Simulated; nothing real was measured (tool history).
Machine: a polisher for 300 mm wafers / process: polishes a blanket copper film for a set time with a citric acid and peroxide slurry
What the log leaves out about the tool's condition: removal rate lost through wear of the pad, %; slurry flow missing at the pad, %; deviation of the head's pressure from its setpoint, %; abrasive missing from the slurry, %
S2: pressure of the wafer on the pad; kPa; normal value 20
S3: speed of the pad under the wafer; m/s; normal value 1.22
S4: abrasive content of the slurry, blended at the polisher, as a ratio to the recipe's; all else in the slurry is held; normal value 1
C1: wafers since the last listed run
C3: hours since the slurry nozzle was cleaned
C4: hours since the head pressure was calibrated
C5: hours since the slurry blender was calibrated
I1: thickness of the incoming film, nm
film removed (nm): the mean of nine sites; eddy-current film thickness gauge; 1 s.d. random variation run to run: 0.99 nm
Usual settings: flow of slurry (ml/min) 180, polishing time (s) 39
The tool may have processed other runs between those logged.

run 1 hour=0 | flow_of_slurry_(ml/min)=180 S2=20 S3=1.22 S4=1 polishing_time_(s)=39 | C1=0 wafers_polished_on_this_pad=261 C3=31.2 C4=831 C5=176.7 | I1=631.7 | film_removed_(nm)=99.1
run 2 hour=14.4 | flow_of_slurry_(ml/min)=180 S2=20 S3=1.22 S4=1 polishing_time_(s)=39 | C1=118 wafers_polished_on_this_pad=379 C3=45.6 C4=845.4 C5=191.1 | I1=649.7 | film_removed_(nm)=100.6
run 3 hour=22.5 | flow_of_slurry_(ml/min)=180 S2=20 S3=1.22 S4=1 polishing_time_(s)=39 | C1=66 wafers_polished_on_this_pad=446 C3=53.7 C4=853.5 C5=199.2 | I1=639.8 | film_removed_(nm)=100.8
run 4 hour=30.3 | flow_of_slurry_(ml/min)=180 S2=20 S3=1.22 S4=1 polishing_time_(s)=39 | C1=64 wafers_polished_on_this_pad=510 C3=61.5 C4=861.3 C5=207 | I1=635.7 | film_removed_(nm)=101
run 5 hour=39.8 | flow_of_slurry_(ml/min)=180 S2=20 S3=1.22 S4=1 polishing_time_(s)=39 | C1=78 wafers_polished_on_this_pad=588 C3=71 C4=870.8 C5=216.5 | I1=639.3 | film_removed_(nm)=99.5
run 6 hour=53 | flow_of_slurry_(ml/min)=180 S2=20 S3=1.22 S4=1 polishing_time_(s)=39 | C1=108 wafers_polished_on_this_pad=696 C3=84.2 C4=884 C5=229.7 | I1=636.5 | film_removed_(nm)=100.6
run 7 hour=64 | flow_of_slurry_(ml/min)=225 S2=26.2 S3=0.98 S4=1 polishing_time_(s)=39 | C1=90 wafers_polished_on_this_pad=787 C3=95.2 C4=895 C5=240.7 | I1=645.5 | film_removed_(nm)=115.3
-- hour=66.6 slurry blender recalibrated
-- hour=80.1 head pressure recalibrated
run 8 hour=81.7 | flow_of_slurry_(ml/min)=180 S2=20 S3=1.22 S4=0.75 polishing_time_(s)=39 | C1=112 wafers_polished_on_this_pad=899 C3=112.9 C4=1.6 C5=15.1 | I1=629.6 | film_removed_(nm)=92.9
run 9 hour=96.7 | flow_of_slurry_(ml/min)=145 S2=20 S3=1.22 S4=1 polishing_time_(s)=39 | C1=123 wafers_polished_on_this_pad=1023 C3=127.9 C4=16.6 C5=30.1 | I1=648.5 | film_removed_(nm)=96.7
run 10 hour=106.1 | flow_of_slurry_(ml/min)=195 S2=20 S3=1.22 S4=1 polishing_time_(s)=39 | C1=77 wafers_polished_on_this_pad=1100 C3=137.3 C4=26 C5=39.5 | I1=630.9 | film_removed_(nm)=101.2
-- hour=119.9 worn pad replaced by a new one
run 11 hour=124 | flow_of_slurry_(ml/min)=180 S2=22.1 S3=1.34 S4=1 polishing_time_(s)=39 | C1=114 wafers_polished_on_this_pad=33 C3=155.2 C4=43.9 C5=57.4 | I1=635.1 | film_removed_(nm)=119.7
run 12 hour=141 | flow_of_slurry_(ml/min)=145 S2=20 S3=1.22 S4=1 polishing_time_(s)=39 | C1=139 wafers_polished_on_this_pad=173 C3=172.2 C4=60.9 C5=74.4 | I1=645.5 | film_removed_(nm)=94.3
run 13 hour=154.9 | flow_of_slurry_(ml/min)=180 S2=20 S3=1.22 S4=1 polishing_time_(s)=39 | C1=114 wafers_polished_on_this_pad=287 C3=186.1 C4=74.8 C5=88.3 | I1=635.3 | film_removed_(nm)=102
run 14 hour=170.6 | flow_of_slurry_(ml/min)=180 S2=20 S3=1.56 S4=1 polishing_time_(s)=39 | C1=128 wafers_polished_on_this_pad=416 C3=201.8 C4=90.5 C5=104 | I1=645.7 | film_removed_(nm)=119.6
run 15 hour=184.2 | flow_of_slurry_(ml/min)=180 S2=20 S3=1.1 S4=1 polishing_time_(s)=33 | C1=111 wafers_polished_on_this_pad=528 C3=215.4 C4=104.1 C5=117.6 | I1=644.8 | film_removed_(nm)=77.6
run 16 hour=201.7 | flow_of_slurry_(ml/min)=180 S2=20 S3=1.22 S4=1 polishing_time_(s)=39 | C1=143 wafers_polished_on_this_pad=672 C3=232.9 C4=121.6 C5=135.1 | I1=637.5 | film_removed_(nm)=97.7

For run 17, what comes out?
run 17 hour=215.1 | flow_of_slurry_(ml/min)=180 S2=20 S3=1.22 S4=1 polishing_time_(s)=39 | C1=110 wafers_polished_on_this_pad=782 C3=246.3 C4=135 C5=148.5 | I1=631.5 | film_removed_(nm)=?

{"run 17": {"film removed (nm)": 99.9}}
Minus the tool's unlogged condition, the same run would have read film removed (nm) 99.9.

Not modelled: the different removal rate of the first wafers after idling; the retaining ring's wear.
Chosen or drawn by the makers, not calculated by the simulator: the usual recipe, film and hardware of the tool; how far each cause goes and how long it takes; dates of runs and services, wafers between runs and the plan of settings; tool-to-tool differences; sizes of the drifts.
